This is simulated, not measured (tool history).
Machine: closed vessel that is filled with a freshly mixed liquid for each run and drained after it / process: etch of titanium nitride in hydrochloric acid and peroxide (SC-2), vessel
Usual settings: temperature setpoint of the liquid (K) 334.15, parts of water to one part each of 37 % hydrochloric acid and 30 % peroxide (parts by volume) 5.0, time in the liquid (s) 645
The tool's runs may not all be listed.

| run | hour | temperature setpoint of the liquid (K) | parts of water to one part each of 37 % hydrochloric acid and 30 % peroxide (parts by volume) | time in the liquid (s) | read-back film thickness of the titanium nitride reference wafer, read on the same gauge (nm) | thickness taken off the titanium nitride on a monitor wafer (nm) |
|---|---|---|---|---|---|---|
| 1 | 0.0 | 334.15 | 4.0 | 645 | 49.97 | 53.39 |
| 2 | 50.0 | 334.15 | 4.0 | 645 | 49.98 | 53.59 |
|  | 53.1 | new drum of peroxide connected |
| 3 | 122.5 | 331.15 | 5.0 | 645 | 49.97 | 39.17 |
| 4 | 174.0 | 326.65 | 5.0 | 645 | 49.99 | 29.79 |
| 5 | 245.9 | 326.65 | 5.0 | 645 | 49.97 | 28.96 |
| 6 | 385.6 | 337.15 | 4.0 | 750 | 49.98 | 75.22 |
| 7 | 486.8 | 334.15 | 6.0 | 445 | 50.01 | 27.87 |
| 8 | 568.9 | 334.15 | 5.0 | 330 | 50.02 | 23.68 |
|  | 587.0 | chemicals flow meter replaced |
| 9 | 637.3 | 340.65 | 4.0 | 790 | 50.03 | 98.96 |
| 10 | 673.8 | 334.15 | 5.0 | 945 | 49.99 | 67.49 |
|  | 681.2 | thermometer replaced |
| 11 | 748.2 | 343.15 | 5.0 | 645 | 50.00 | 79.41 |
| 12 | 809.7 | 326.15 | 5.0 | 645 | 50.00 | 27.41 |
| 13 | 853.4 | 334.15 | 4.0 | 645 | 50.00 | 53.37 |
| 14 | 892.2 | 330.15 | 4.0 | 950 | 50.00 | 61.45 |
| 15 | 983.5 | 334.15 | 5.0 | 830 | 50.02 | 57.91 |
| 16 | 1042.5 | 330.65 | 5.0 | 980 | 49.99 | 56.11 |
| 17 | 1084.3 | 340.15 | 6.5 | 930 | 50.01 | 77.42 |
|  | 1138.0 | new drum of peroxide connected |
| 18 | 1188.6 | 340.15 | 4.0 | 645 | 49.99 | 79.32 |
| 19 | 1256.5 | 329.65 | 6.5 | 535 | 49.99 | 23.78 |
|  | 1312.9 | chemicals flow meter replaced |
| 20 | 1338.2 | 334.15 | 6.0 | 645 | 50.00 | 41.46 |
| 21 | 1426.6 | 334.15 | 6.5 | 645 | 49.99 | 37.67 |
| 22 | 1487.4 | 334.15 | 5.0 | 645 | 49.99 | 46.31 |
| 23 | 1579.9 | 341.65 | 4.0 | 645 | 50.00 | 86.24 |
| 24 | 1691.2 | 334.15 | 7.0 | 310 | 49.98 | 17.18 |
| 25 | 1783.3 | 334.15 | 5.0 | 645 | 50.00 | 46.22 |
| 26 | 1852.6 | 334.15 | 5.0 | 645 | 50.02 | 46.04 |
| 27 | 1901.2 | 329.65 | 4.0 | 645 | 50.05 | 40.17 |
|  | 1921.1 | thermometer replaced |
|  | 1959.5 | gauge calibrated |
| 28 | 2001.3 | 324.65 | 5.0 | 645 | 49.99 | 25.14 |
|  | 2027.8 | new drum of peroxide connected |
| 29 | 2098.2 | 334.15 | 5.0 | 645 | 49.97 | 46.83 |

Alternative continuations, all from the tool just after run 29; predict every row:
| A | 2099.0 | 334.15 | 5.0 | 645 | ? | ? |
| B | 2099.0 | 339.65 | 5.0 | 645 | ? | ? |
| C | 2099.0 | 326.15 | 6.5 | 520 | ? | ? |
| D | 2099.0 | 334.15 | 4.5 | 770 | ? | ? |

| run | read-back film thickness of the titanium nitride reference wafer, read on the same gauge (nm) | thickness taken off the titanium nitride on a monitor wafer (nm) |
|---|---|---|
| A | 50.01 | 47.39 |
| B | 50.01 | 66.41 |
| C | 50.01 | 18.87 |
| D | 50.01 | 60.93 |
Without the tool's unlogged condition, the same runs would have read:
| run | thickness taken off the titanium nitride on a monitor wafer (nm) |
|---|---|
| A | 47.55 |
| B | 66.64 |
| C | 18.94 |
| D | 61.13 |
